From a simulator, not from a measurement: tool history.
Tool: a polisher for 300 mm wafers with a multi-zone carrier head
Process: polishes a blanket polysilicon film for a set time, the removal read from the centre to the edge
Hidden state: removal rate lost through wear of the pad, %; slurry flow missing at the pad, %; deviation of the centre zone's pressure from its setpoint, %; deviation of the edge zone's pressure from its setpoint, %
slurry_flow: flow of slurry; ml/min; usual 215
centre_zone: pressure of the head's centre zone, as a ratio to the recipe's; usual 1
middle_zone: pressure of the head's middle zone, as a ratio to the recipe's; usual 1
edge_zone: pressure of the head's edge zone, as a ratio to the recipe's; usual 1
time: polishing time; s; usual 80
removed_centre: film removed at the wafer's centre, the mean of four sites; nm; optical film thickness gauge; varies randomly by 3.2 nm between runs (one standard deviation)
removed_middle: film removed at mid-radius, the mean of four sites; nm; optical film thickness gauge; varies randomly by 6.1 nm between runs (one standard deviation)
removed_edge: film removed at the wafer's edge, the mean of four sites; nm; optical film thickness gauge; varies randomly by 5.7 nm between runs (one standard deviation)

| run | hour | slurry_flow | centre_zone | middle_zone | edge_zone | time | wafers since the last listed run | wafers polished on this pad | hours since the slurry nozzle was cleaned | hours since the centre zone pressure was calibrated | hours since the edge zone pressure was calibrated | hours since the carrier head's membrane was replaced | incoming thickness of the incoming film, nm | removed_centre | removed_middle | removed_edge |
|---|---|---|---|---|---|---|---|---|---|---|---|---|---|---|---|---|
| 1 | 0 | 215 | 1 | 1 | 1 | 80 | 0 | 1748 | 77.9 | 325.6 | 443.8 | 402.6 | 2344.3 | 496.7 | 503.8 | 500.8 |
|  | 57.1 | worn pad replaced by a new one |
| 2 | 62 | 215 | 1 | 1 | 1 | 80 | 602 | 50 | 139.9 | 387.6 | 505.8 | 464.6 | 2354.4 | 498.6 | 496.2 | 486.7 |
|  | 81.6 | edge zone pressure recalibrated |
| 3 | 93.5 | 215 | 1 | 1 | 1 | 80 | 306 | 357 | 171.4 | 419.1 | 11.9 | 496.1 | 2364.1 | 496.1 | 490.1 | 496.2 |
| 4 | 157.8 | 215 | 1 | 1 | 1 | 80 | 668 | 1025 | 235.7 | 483.4 | 76.2 | 560.4 | 2315.6 | 496.2 | 494.9 | 484.4 |
| 5 | 205.2 | 215 | 0.94 | 1 | 0.93 | 80 | 492 | 1518 | 283.1 | 530.8 | 123.6 | 607.8 | 2335.6 | 465.5 | 477.6 | 467.7 |
| 6 | 249.3 | 215 | 1 | 1 | 1 | 80 | 458 | 1976 | 327.2 | 574.9 | 167.7 | 651.9 | 2351.6 | 487.7 | 495.6 | 476.3 |
|  | 282.1 | worn pad replaced by a new one |
| 7 | 282.6 | 215 | 1 | 1 | 1 | 80 | 304 | 4 | 360.5 | 608.2 | 201 | 685.2 | 2366.4 | 486.6 | 474.8 | 474.4 |
| 8 | 327.5 | 215 | 1 | 1 | 1 | 80 | 466 | 471 | 405.4 | 653.1 | 245.9 | 730.1 | 2337.4 | 479.7 | 473.3 | 489.7 |
| 9 | 363.2 | 215 | 1 | 1 | 1 | 80 | 371 | 842 | 441.1 | 688.8 | 281.6 | 765.8 | 2362.7 | 482.6 | 482.4 | 480.3 |
| 10 | 434 | 215 | 0.9 | 1.11 | 1 | 80 | 735 | 1578 | 511.9 | 759.6 | 352.4 | 836.6 | 2340.5 | 432.3 | 516 | 488.3 |
|  | 484.1 | worn pad replaced by a new one |
| 11 | 500.3 | 215 | 1 | 1 | 1 | 94 | 647 | 168 | 578.2 | 825.9 | 418.7 | 902.9 | 2337.5 | 558.4 | 543 | 544.1 |
|  | 509 | carrier head's membrane replaced by a new one |
|  | 532 | centre zone pressure recalibrated |
|  | 626.5 | slurry nozzle cleaned |
|  | 683.7 | worn pad replaced by a new one |
| 12 | 697.8 | 215 | 1.09 | 1 | 0.91 | 80 | 1928 | 146 | 71.3 | 165.8 | 616.2 | 188.8 | 2357.3 | 544.4 | 496.4 | 476 |
|  | 711.2 | edge zone pressure recalibrated |
| 13 | 763.9 | 215 | 1.08 | 1.1 | 1 | 98 | 666 | 813 | 137.4 | 231.9 | 52.7 | 254.9 | 2328.6 | 658.8 | 655.3 | 609.7 |

Run 14 comes next. What will it give?
| 14 | 826.1 | 260 | 1 | 1.08 | 1 | 80 | 646 | 1459 | 199.6 | 294.1 | 114.9 | 317.1 | 2346.5 | ? | ? | ? |

{"run 14": {"removed_centre": 511.1, "removed_middle": 539.2, "removed_edge": 499.6}}
Without the tool's hidden state the same run would have given removed_centre 521.3 nm, removed_middle 548.8 nm, removed_edge 506.3 nm.

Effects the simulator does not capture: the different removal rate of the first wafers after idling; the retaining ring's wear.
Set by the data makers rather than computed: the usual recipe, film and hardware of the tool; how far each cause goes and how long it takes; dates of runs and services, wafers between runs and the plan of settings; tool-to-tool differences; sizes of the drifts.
